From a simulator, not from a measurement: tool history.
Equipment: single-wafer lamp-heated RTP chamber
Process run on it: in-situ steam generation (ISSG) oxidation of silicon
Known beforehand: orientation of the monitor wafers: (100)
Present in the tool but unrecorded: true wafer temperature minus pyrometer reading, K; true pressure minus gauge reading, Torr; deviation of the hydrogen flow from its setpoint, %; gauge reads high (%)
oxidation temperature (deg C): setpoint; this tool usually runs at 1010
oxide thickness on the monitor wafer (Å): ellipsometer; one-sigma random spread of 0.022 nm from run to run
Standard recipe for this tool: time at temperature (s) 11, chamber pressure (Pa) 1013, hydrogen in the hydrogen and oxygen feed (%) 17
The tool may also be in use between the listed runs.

run	hour	oxidation temperature (deg C)	time at temperature (s)	chamber pressure (Pa)	hydrogen in the hydrogen and oxygen feed (%)	wafers since the last listed run	wafers since the last pyrometer calibration	hours since the pressure gauge was zeroed	hours since the hydrogen flow controller was replaced	hours since the gauge calibration	read-back reference wafer on the same gauge, thickness	oxide thickness on the monitor wafer (Å)
1	0.0	1015	11	1013	17	0	1532	2123.8	30.7	853.1	4.787	41.01
2	14.0	1015	11	1013	17	135	1668	2137.8	44.7	867.1	4.790	41.38
3	26.9	1015	11	1013	17	125	1793	2150.7	57.6	880.0	4.796	41.41
4	43.4	1001	11	1013	17	159	1953	2167.2	74.1	896.5	4.791	39.47
5	61.0	1001	11	1013	17	170	2124	2184.8	91.7	914.1	4.805	39.45
6	100.8	1010	11	1107	17	385	2510	2224.6	131.5	953.9	4.788	40.98
7	134.7	1010	11	1107	17	328	2838	2258.5	165.4	987.8	4.786	41.05
8	149.4	1000	9	1013	17	142	2981	2273.2	180.1	1002.5	4.796	36.55
9	182.5	1010	11	1013	11	320	3302	2306.3	213.2	1035.6	4.785	37.28
# hour 209.5: pressure gauge zeroed
# hour 223.8: pyrometer window cleaned and pyrometer calibrated
10	250.0	1010	11	1013	17	499	253	40.5	280.7	1103.1	4.774	40.42
11	279.8	997	11	1013	24	288	542	70.3	310.5	1132.9	4.800	42.70
12	302.1	998	12	1213	25	216	758	92.6	332.8	1155.2	4.789	44.32
13	390.0	1023	11	1013	17	852	1610	180.5	420.7	1243.1	4.777	42.84
14	424.1	1010	11	1120	17	330	1941	214.6	454.8	1277.2	4.792	40.51
15	445.3	1010	11	1013	17	205	2147	235.8	476.0	1298.4	4.791	41.22
16	479.4	1010	11	1013	17	330	2477	269.9	510.1	1332.5	4.778	40.41
17	503.2	1010	11	1013	17	230	2708	293.7	533.9	1356.3	4.792	40.73
18	516.9	1010	13	920	17	132	2841	307.4	547.6	1370.0	4.792	43.96
# hour 529.6: gauge calibrated
19	537.4	1023	11	920	17	198	3039	327.9	568.1	7.8	4.785	43.23
20	569.6	1010	11	1013	17	312	3352	360.1	600.3	40.0	4.783	41.64
21	586.0	1010	11	1013	17	159	3511	376.5	616.7	56.4	4.793	41.39
22	598.7	1010	9	1013	17	123	3634	389.2	629.4	69.1	4.781	37.91
23	612.3	1010	11	1080	17	131	3766	402.8	643.0	82.7	4.788	41.28
# hour 623.3: pyrometer window cleaned and pyrometer calibrated
24	633.0	1010	11	1013	17	123	94	423.5	663.7	103.4	4.785	40.86
25	667.4	993	11	1013	11	333	427	457.9	698.1	137.8	4.795	34.67
26	684.5	1010	11	1013	17	165	593	475.0	715.2	154.9	4.793	40.87
27	712.3	1018	11	920	17	269	863	502.8	743.0	182.7	4.787	41.29
28	738.9	1003	11	1200	26	257	1121	529.4	769.6	209.3	4.792	43.49
29	763.3	1010	11	1187	17	236	1357	553.8	794.0	233.7	4.796	40.32
30	789.4	992	12	1187	22	253	1610	579.9	820.1	259.8	4.795	41.81
31	807.9	1010	11	1013	17	179	1790	598.4	838.6	278.3	4.801	40.70

Below are 4 alternative next runs, each starting from the tool's condition after run 31. Predict each:
A	808.3	1010	11	1013	17	3	1794	598.8	839.0	278.7	?	?
B	808.3	1010	11	1147	17	3	1794	598.8	839.0	278.7	?	?
C	808.3	993	9	1013	24	3	1794	598.8	839.0	278.7	?	?
D	808.3	1010	7	1013	17	3	1794	598.8	839.0	278.7	?	?

run	read-back reference wafer on the same gauge, thickness	oxide thickness on the monitor wafer (Å)
A	4.784	40.76
B	4.784	40.71
C	4.784	38.75
D	4.784	33.48
What these runs would have given with no unlogged condition in the tool:
run	oxide thickness on the monitor wafer (Å)
A	40.51
B	40.46
C	38.56
D	33.30

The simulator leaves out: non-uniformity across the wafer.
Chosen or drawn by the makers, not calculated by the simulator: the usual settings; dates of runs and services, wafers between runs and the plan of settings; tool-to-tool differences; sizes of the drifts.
